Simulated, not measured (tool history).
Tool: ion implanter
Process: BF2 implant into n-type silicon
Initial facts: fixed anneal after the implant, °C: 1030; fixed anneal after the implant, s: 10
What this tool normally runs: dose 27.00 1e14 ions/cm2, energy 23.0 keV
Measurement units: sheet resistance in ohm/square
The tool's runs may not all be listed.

run	hour	dose	energy	wafers since the last listed run	hours since the last dose calibration	hours since the extraction supply was calibrated	hours since the gauge calibration	read-back reference wafer on the same gauge, sheet resistance	sheet resistance
1	0.0	31.59	26.5	0	443.7	4075.0	174.6	131.01	126.11
2	67.9	31.59	26.5	1158	511.6	4142.9	242.5	131.01	126.07
3	106.8	27.00	21.5	663	550.5	4181.8	281.4	130.96	140.79
4	136.8	27.00	21.5	511	580.5	4211.8	311.4	131.01	140.05
5	177.1	27.00	17.0	687	620.8	4252.1	351.7	131.03	155.31
6	208.6	27.00	23.0	537	652.3	4283.6	383.2	131.01	136.21
7	258.4	27.00	23.0	849	702.1	4333.4	433.0	131.08	136.02
8	283.6	27.00	23.0	430	727.3	4358.6	458.2	131.00	135.68
9	352.2	27.00	23.0	1170	795.9	4427.2	526.8	130.99	135.81
# hour 387.6: extraction supply calibrated
10	393.0	21.15	23.0	559	836.7	5.4	567.6	130.99	138.69
# hour 416.9: gauge calibrated
11	440.7	27.00	23.0	813	884.4	53.1	23.8	130.96	136.15
12	469.4	23.70	23.0	489	913.1	81.8	52.5	130.95	137.17
13	537.3	29.10	18.0	1158	981.0	149.7	120.4	130.96	151.04
14	587.2	20.14	23.0	851	1030.9	199.6	170.3	130.98	139.18
# hour 623.4: Faraday cup replaced and dose calibrated
15	624.8	27.00	23.0	505	1.4	237.2	207.9	130.96	136.07
16	662.7	19.81	16.5	646	39.3	275.1	245.8	130.94	161.24
17	728.0	21.63	18.0	1114	104.6	340.4	311.1	130.95	153.83
18	774.9	27.00	30.5	800	151.5	387.3	358.0	131.08	118.69
19	814.1	24.58	21.0	668	190.7	426.5	397.2	131.14	142.41
20	864.9	24.40	27.0	866	241.5	477.3	448.0	130.97	126.81

Exercise: give the hidden state of the tool at every run:
deviation of the true dose from the Faraday cup's reading, %: 0, the same for each run
deviation of the true energy from its setpoint, %: 0, the same for each run
gauge reads high (%): 0, the same for each run
